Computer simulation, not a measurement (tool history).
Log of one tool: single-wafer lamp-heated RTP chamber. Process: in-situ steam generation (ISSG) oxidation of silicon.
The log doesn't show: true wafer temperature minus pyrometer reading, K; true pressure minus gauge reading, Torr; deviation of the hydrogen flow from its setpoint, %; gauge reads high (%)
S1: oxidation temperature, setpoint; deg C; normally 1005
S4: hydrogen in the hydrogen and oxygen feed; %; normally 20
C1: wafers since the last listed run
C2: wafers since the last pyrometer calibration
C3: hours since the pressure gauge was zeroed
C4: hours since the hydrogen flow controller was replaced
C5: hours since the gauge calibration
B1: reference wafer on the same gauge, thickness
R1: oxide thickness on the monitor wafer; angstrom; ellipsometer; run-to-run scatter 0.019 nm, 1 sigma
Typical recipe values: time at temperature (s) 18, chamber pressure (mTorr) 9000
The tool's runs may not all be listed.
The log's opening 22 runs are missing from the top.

At hour 271: pyrometer window cleaned and pyrometer calibrated.
Run 23, hour 296.2: usual settings; C1 578; C2 381; C3 256.3; C4 163.7; C5 216; B1 5.548. Result: R1 53.7 angstrom.
Run 24, hour 308.1: usual settings but S1 993 deg C, time at temperature (s) 21, chamber pressure (mTorr) 9400, S4 26 %; C1 179; C2 561; C3 268.2; C4 175.6; C5 227.9; B1 5.543. Result: R1 57.82 angstrom.
Run 25, hour 318.2: usual settings but S1 997 deg C, S4 13 %; C1 152; C2 713; C3 278.3; C4 185.7; C5 238; B1 5.549. Result: R1 47.14 angstrom.
Run 26, hour 326.4: usual settings but time at temperature (s) 22, chamber pressure (mTorr) 7700; C1 123; C2 837; C3 286.5; C4 193.9; C5 246.2; B1 5.547. Result: R1 59.6 angstrom.
Run 27, hour 341.2: usual settings; C1 223; C2 1061; C3 301.3; C4 208.7; C5 261; B1 5.551. Result: R1 53.96 angstrom.
Run 28, hour 358: usual settings but S1 997 deg C, time at temperature (s) 11, chamber pressure (mTorr) 10200, S4 15 %; C1 253; C2 1315; C3 318.1; C4 225.5; C5 277.8; B1 5.559. Result: R1 38.51 angstrom.
Run 29, hour 366.2: usual settings but time at temperature (s) 25, chamber pressure (mTorr) 10200; C1 123; C2 1438; C3 326.3; C4 233.7; C5 286; B1 5.553. Result: R1 61.73 angstrom.
Run 30, hour 376.1: usual settings but S1 995 deg C, time at temperature (s) 13, chamber pressure (mTorr) 9500, S4 25 %; C1 149; C2 1588; C3 336.2; C4 243.6; C5 295.9; B1 5.544. Result: R1 46.75 angstrom.

Here are 5 independent what-if runs from the current tool condition. What would each one return?
Run A, hour 376.5: usual settings; C1 6; C2 1594; C3 336.6; C4 244; C5 296.3; B1 ?. Result: R1 ?.
Run B, hour 376.5: usual settings but S1 1012 deg C, time at temperature (s) 13, S4 28 %; C1 6; C2 1594; C3 336.6; C4 244; C5 296.3; B1 ?. Result: R1 ?.
Run C, hour 376.5: usual settings but S4 27 %; C1 6; C2 1594; C3 336.6; C4 244; C5 296.3; B1 ?. Result: R1 ?.
Run D, hour 376.5: usual settings but S1 1024 deg C; C1 6; C2 1594; C3 336.6; C4 244; C5 296.3; B1 ?. Result: R1 ?.
Run E, hour 376.5: usual settings but S1 994 deg C, time at temperature (s) 24; C1 6; C2 1594; C3 336.6; C4 244; C5 296.3; B1 ?. Result: R1 ?.

run     B1     R1
  A  5.555  53.84
  B  5.555  51.81
  C  5.555  57.74
  D  5.555  58.46
  E  5.555  58.88
With the hidden condition removed and each run's random variation left untouched, the same runs would have given:
run     R1
  A  53.84
  B  51.81
  C  57.74
  D  58.46
  E  58.88

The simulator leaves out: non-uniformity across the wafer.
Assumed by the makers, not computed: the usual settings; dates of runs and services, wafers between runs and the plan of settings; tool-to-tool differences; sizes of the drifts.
